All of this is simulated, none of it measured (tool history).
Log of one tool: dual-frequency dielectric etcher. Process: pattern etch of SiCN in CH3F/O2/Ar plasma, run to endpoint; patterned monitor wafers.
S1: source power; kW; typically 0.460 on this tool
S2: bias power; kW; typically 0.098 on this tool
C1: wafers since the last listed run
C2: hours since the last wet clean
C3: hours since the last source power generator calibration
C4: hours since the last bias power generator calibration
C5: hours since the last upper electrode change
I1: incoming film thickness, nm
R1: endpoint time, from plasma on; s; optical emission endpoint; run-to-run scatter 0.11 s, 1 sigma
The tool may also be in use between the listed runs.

| run | hour | S1 | S2 | C1 | C2 | C3 | C4 | C5 | I1 | R1 |
|---|---|---|---|---|---|---|---|---|---|---|
| 1 | 0.0 | 0.460 | 0.098 | 0 | 193.3 | 1555.2 | 2166.5 | 5152.7 | 6.96 | 15.3 |
| 2 | 12.0 | 0.460 | 0.098 | 166 | 205.3 | 1567.2 | 2178.5 | 5164.7 | 6.88 | 15.0 |
| 3 | 27.9 | 0.460 | 0.098 | 220 | 221.2 | 1583.1 | 2194.4 | 5180.6 | 6.89 | 15.2 |
| 4 | 55.4 | 0.460 | 0.098 | 381 | 248.7 | 1610.6 | 2221.9 | 5208.1 | 6.93 | 15.2 |
| 5 | 74.5 | 0.460 | 0.116 | 265 | 267.8 | 1629.7 | 2241.0 | 5227.2 | 6.87 | 14.3 |
| 6 | 92.8 | 0.460 | 0.116 | 254 | 286.1 | 1648.0 | 2259.3 | 5245.5 | 6.86 | 14.1 |
| 7 | 124.4 | 0.460 | 0.098 | 438 | 317.7 | 1679.6 | 2290.9 | 5277.1 | 6.91 | 15.4 |
| 8 | 139.5 | 0.460 | 0.098 | 209 | 332.8 | 1694.7 | 2306.0 | 5292.2 | 6.94 | 15.3 |
| 9 | 170.7 | 0.380 | 0.082 | 433 | 364.0 | 1725.9 | 2337.2 | 5323.4 | 6.96 | 17.8 |
| 10 | 190.5 | 0.380 | 0.082 | 274 | 383.8 | 1745.7 | 2357.0 | 5343.2 | 6.92 | 17.8 |
| 11 | 223.7 | 0.380 | 0.082 | 461 | 417.0 | 1778.9 | 2390.2 | 5376.4 | 6.91 | 18.0 |
|  | 236.4 | source power generator calibrated |
|  | 254.7 | upper electrode replaced |
| 12 | 255.2 | 0.460 | 0.109 | 127 | 448.5 | 18.8 | 2421.7 | 0.5 | 6.90 | 14.8 |
| 13 | 279.0 | 0.460 | 0.105 | 330 | 472.3 | 42.6 | 2445.5 | 24.3 | 6.88 | 15.2 |
| 14 | 308.4 | 0.460 | 0.105 | 408 | 501.7 | 72.0 | 2474.9 | 53.7 | 6.91 | 15.3 |
|  | 332.5 | bias power generator calibrated |
| 15 | 333.0 | 0.540 | 0.089 | 286 | 526.3 | 96.6 | 0.5 | 78.3 | 6.87 | 15.2 |
| 16 | 341.4 | 0.460 | 0.098 | 116 | 534.7 | 105.0 | 8.9 | 86.7 | 6.91 | 15.7 |
| 17 | 362.9 | 0.460 | 0.098 | 298 | 556.2 | 126.5 | 30.4 | 108.2 | 6.86 | 15.5 |
|  | 396.7 | wet clean of the chamber |
| 18 | 397.2 | 0.350 | 0.117 | 143 | 0.5 | 160.8 | 64.7 | 142.5 | 6.84 | 15.2 |
| 19 | 415.8 | 0.460 | 0.098 | 258 | 19.1 | 179.4 | 83.3 | 161.1 | 6.87 | 15.1 |
| 20 | 445.9 | 0.350 | 0.107 | 418 | 49.2 | 209.5 | 113.4 | 191.2 | 6.88 | 16.0 |
| 21 | 458.2 | 0.430 | 0.081 | 170 | 61.5 | 221.8 | 125.7 | 203.5 | 6.87 | 16.6 |
| 22 | 481.1 | 0.390 | 0.106 | 318 | 84.4 | 244.7 | 148.6 | 226.4 | 6.92 | 15.5 |
| 23 | 495.7 | 0.460 | 0.098 | 202 | 99.0 | 259.3 | 163.2 | 241.0 | 6.76 | 14.7 |
| 24 | 509.2 | 0.520 | 0.078 | 187 | 112.5 | 272.8 | 176.7 | 254.5 | 6.91 | 15.6 |
| 25 | 528.0 | 0.460 | 0.098 | 261 | 131.3 | 291.6 | 195.5 | 273.3 | 6.94 | 15.4 |
| 26 | 553.8 | 0.510 | 0.098 | 358 | 157.1 | 317.4 | 221.3 | 299.1 | 6.85 | 14.7 |
| 27 | 580.5 | 0.460 | 0.098 | 370 | 183.8 | 344.1 | 248.0 | 325.8 | 6.93 | 15.3 |
| 28 | 611.5 | 0.580 | 0.118 | 430 | 214.8 | 375.1 | 279.0 | 356.8 | 6.92 | 13.0 |
| 29 | 629.9 | 0.540 | 0.098 | 255 | 233.2 | 393.5 | 297.4 | 375.2 | 7.00 | 14.5 |

Measured less the same run without the tool's hidden state. The same run-to-run variation is in both; the gauge's scatter may not be:
Hidden state present: etch rate over this chamber's usual, %; source power that arrives over what is set, %; bias power that arrives over what is set, %.
| run | R1 |
|---|---|
| 1 | +0.1 |
| 2 | +0.1 |
| 3 | +0.1 |
| 4 | +0.2 |
| 5 | +0.2 |
| 6 | +0.3 |
| 7 | +0.3 |
| 8 | +0.3 |
| 9 | +0.4 |
| 10 | +0.5 |
| 11 | +0.5 |
| 12 | +0.5 |
| 13 | +0.5 |
| 14 | +0.6 |
| 15 | +0.6 |
| 16 | +0.6 |
| 17 | +0.6 |
| 18 | +0.0 |
| 19 | +0.1 |
| 20 | +0.0 |
| 21 | +0.1 |
| 22 | +0.1 |
| 23 | +0.1 |
| 24 | +0.1 |
| 25 | +0.1 |
| 26 | +0.2 |
| 27 | +0.2 |
| 28 | +0.3 |
| 29 | +0.3 |
